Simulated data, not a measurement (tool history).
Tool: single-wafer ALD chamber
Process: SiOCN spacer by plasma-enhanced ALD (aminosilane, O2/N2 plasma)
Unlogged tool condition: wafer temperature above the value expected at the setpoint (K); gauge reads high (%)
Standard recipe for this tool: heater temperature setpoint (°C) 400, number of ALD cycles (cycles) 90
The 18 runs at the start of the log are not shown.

| run | hour | heater temperature setpoint (°C) | number of ALD cycles (cycles) | wafers since the last listed run | hours since the last thermocouple change | hours since the gauge calibration | read-back reference wafer on the same gauge, thickness_nm | mean film thickness on the monitor wafer (angstrom) |
|---|---|---|---|---|---|---|---|---|
| 19 | 474.6 | 400 | 90 | 117 | 2131.7 | 535.6 | 6.244 | 56.43 |
| 20 | 504.0 | 392 | 90 | 98 | 2161.1 | 565.0 | 6.241 | 56.42 |
| 21 | 526.1 | 400 | 90 | 74 | 2183.2 | 587.1 | 6.237 | 56.70 |
| 22 | 561.3 | 386 | 105 | 118 | 2218.4 | 622.3 | 6.240 | 65.86 |
|  | 572.0 | thermocouple changed; heater temperature recalibrated |
| 23 | 595.3 | 400 | 90 | 87 | 23.3 | 656.3 | 6.239 | 56.62 |
| 24 | 618.3 | 400 | 90 | 77 | 46.3 | 679.3 | 6.238 | 56.53 |
| 25 | 651.0 | 400 | 90 | 109 | 79.0 | 712.0 | 6.238 | 56.52 |
| 26 | 675.4 | 400 | 90 | 82 | 103.4 | 736.4 | 6.237 | 56.52 |
| 27 | 699.0 | 400 | 90 | 79 | 127.0 | 760.0 | 6.242 | 56.42 |
| 28 | 722.9 | 391 | 97 | 80 | 150.9 | 783.9 | 6.240 | 60.89 |
| 29 | 756.2 | 386 | 90 | 112 | 184.2 | 817.2 | 6.241 | 56.46 |
| 30 | 788.2 | 386 | 79 | 107 | 216.2 | 849.2 | 6.237 | 49.51 |
| 31 | 806.6 | 410 | 98 | 61 | 234.6 | 867.6 | 6.240 | 60.09 |
| 32 | 847.8 | 407 | 105 | 138 | 275.8 | 908.8 | 6.240 | 64.51 |
| 33 | 877.1 | 400 | 90 | 98 | 305.1 | 938.1 | 6.242 | 56.30 |
| 34 | 899.1 | 393 | 90 | 74 | 327.1 | 960.1 | 6.238 | 56.41 |
|  | 914.8 | gauge calibrated |
| 35 | 959.5 | 387 | 90 | 203 | 387.5 | 44.7 | 6.241 | 56.54 |
| 36 | 976.6 | 415 | 74 | 57 | 404.6 | 61.8 | 6.240 | 44.50 |
| 37 | 1064.7 | 400 | 83 | 296 | 492.7 | 149.9 | 6.240 | 52.07 |
| 38 | 1085.5 | 413 | 90 | 69 | 513.5 | 170.7 | 6.240 | 54.33 |
| 39 | 1105.9 | 400 | 103 | 68 | 533.9 | 191.1 | 6.241 | 64.64 |
| 40 | 1132.7 | 400 | 90 | 90 | 560.7 | 217.9 | 6.240 | 56.62 |
| 41 | 1168.4 | 400 | 90 | 120 | 596.4 | 253.6 | 6.241 | 56.36 |
| 42 | 1220.0 | 394 | 103 | 173 | 648.0 | 305.2 | 6.243 | 64.47 |

3 options for the next run, each taken on its own from the tool as it stands now. Forecast them:
| A | 1220.6 | 400 | 90 | 2 | 648.6 | 305.8 | ? | ? |
| B | 1220.6 | 389 | 90 | 2 | 648.6 | 305.8 | ? | ? |
| C | 1220.6 | 390 | 107 | 2 | 648.6 | 305.8 | ? | ? |

| run | read-back reference wafer on the same gauge, thickness_nm | mean film thickness on the monitor wafer (angstrom) |
|---|---|---|
| A | 6.240 | 56.48 |
| B | 6.240 | 56.48 |
| C | 6.240 | 67.15 |
Without the tool's hidden state the same runs would have given:
| run | mean film thickness on the monitor wafer (angstrom) |
|---|---|
| A | 56.48 |
| B | 56.48 |
| C | 67.15 |
